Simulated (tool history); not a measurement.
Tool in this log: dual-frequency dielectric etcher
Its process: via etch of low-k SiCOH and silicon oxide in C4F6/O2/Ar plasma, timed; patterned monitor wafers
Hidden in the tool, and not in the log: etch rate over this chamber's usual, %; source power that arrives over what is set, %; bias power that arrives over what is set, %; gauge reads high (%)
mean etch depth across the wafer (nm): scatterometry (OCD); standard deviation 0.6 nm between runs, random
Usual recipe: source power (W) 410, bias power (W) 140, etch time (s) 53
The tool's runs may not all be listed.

| run | hour | source power (W) | bias power (W) | etch time (s) | wafers since the last listed run | hours since the last wet clean | hours since the last source power generator calibration | hours since the last bias power generator calibration | hours since the last upper electrode change | hours since the gauge calibration | read-back reference wafer on the same gauge, depth_nm | mean etch depth across the wafer (nm) |
|---|---|---|---|---|---|---|---|---|---|---|---|---|
| 1 | 0 | 440 | 140 | 53 | 0 | 526 | 5432.9 | 3985.8 | 4144.5 | 163.8 | 157.8 | 146.2 |
| 2 | 9.4 | 440 | 140 | 53 | 109 | 535.4 | 5442.3 | 3995.2 | 4153.9 | 173.2 | 157.9 | 147.1 |
| 3 | 22.8 | 410 | 140 | 53 | 155 | 548.8 | 5455.7 | 4008.6 | 4167.3 | 186.6 | 158.4 | 143.1 |
|  | 27 | gauge calibrated |
| 4 | 39.5 | 410 | 140 | 53 | 194 | 565.5 | 5472.4 | 4025.3 | 4184 | 12.5 | 158 | 142.9 |
| 5 | 46.6 | 410 | 140 | 53 | 82 | 572.6 | 5479.5 | 4032.4 | 4191.1 | 19.6 | 158 | 142.5 |
| 6 | 64.1 | 410 | 140 | 53 | 203 | 590.1 | 5497 | 4049.9 | 4208.6 | 37.1 | 158.1 | 142.9 |
| 7 | 77.9 | 410 | 140 | 53 | 160 | 603.9 | 5510.8 | 4063.7 | 4222.4 | 50.9 | 158.2 | 143 |
|  | 99 | bias power generator calibrated |
| 8 | 99.5 | 410 | 140 | 53 | 204 | 625.5 | 5532.4 | 0.5 | 4244 | 72.5 | 158 | 142.3 |
|  | 123.8 | source power generator calibrated |
|  | 130.1 | upper electrode replaced |
|  | 153 | wet clean of the chamber |
| 9 | 153.5 | 410 | 140 | 48.5 | 242 | 0.5 | 29.7 | 54.5 | 23.4 | 126.5 | 158 | 126.1 |
| 10 | 153.8 | 410 | 140 | 48.5 | 3 | 0.8 | 30 | 54.8 | 23.7 | 126.8 | 158 | 126.1 |
| 11 | 154.1 | 310 | 140 | 53 | 3 | 1.1 | 30.3 | 55.1 | 24 | 127.1 | 158.1 | 123.2 |
| 12 | 154.5 | 410 | 140 | 48.5 | 4 | 1.5 | 30.7 | 55.5 | 24.4 | 127.5 | 158 | 126 |
| 13 | 155.6 | 360 | 140 | 53 | 12 | 2.6 | 31.8 | 56.6 | 25.5 | 128.6 | 157.8 | 131.8 |
| 14 | 167.4 | 410 | 140 | 53 | 137 | 14.4 | 43.6 | 68.4 | 37.3 | 140.4 | 158 | 138.3 |
| 15 | 199.6 | 410 | 140 | 53 | 374 | 46.6 | 75.8 | 100.6 | 69.5 | 172.6 | 158.1 | 138.4 |
|  | 210.5 | gauge calibrated |
| 16 | 216.8 | 380 | 165 | 68.5 | 200 | 63.8 | 93 | 117.8 | 86.7 | 6.3 | 158.1 | 179.1 |
| 17 | 223.5 | 380 | 153 | 44 | 77 | 70.5 | 99.7 | 124.5 | 93.4 | 13 | 158 | 113.5 |

The next listed run, before its measurement:
| 18 | 242.8 | 440 | 155 | 53 | 224 | 89.8 | 119 | 143.8 | 112.7 | 32.3 | ? | ? |

read-back reference wafer on the same gauge, depth_nm: 157.9
mean etch depth across the wafer (nm): 144.4
Take away the tool's hidden state, keep the run-to-run variation as it was, and the same run would have given mean etch depth across the wafer (nm) 141.9.
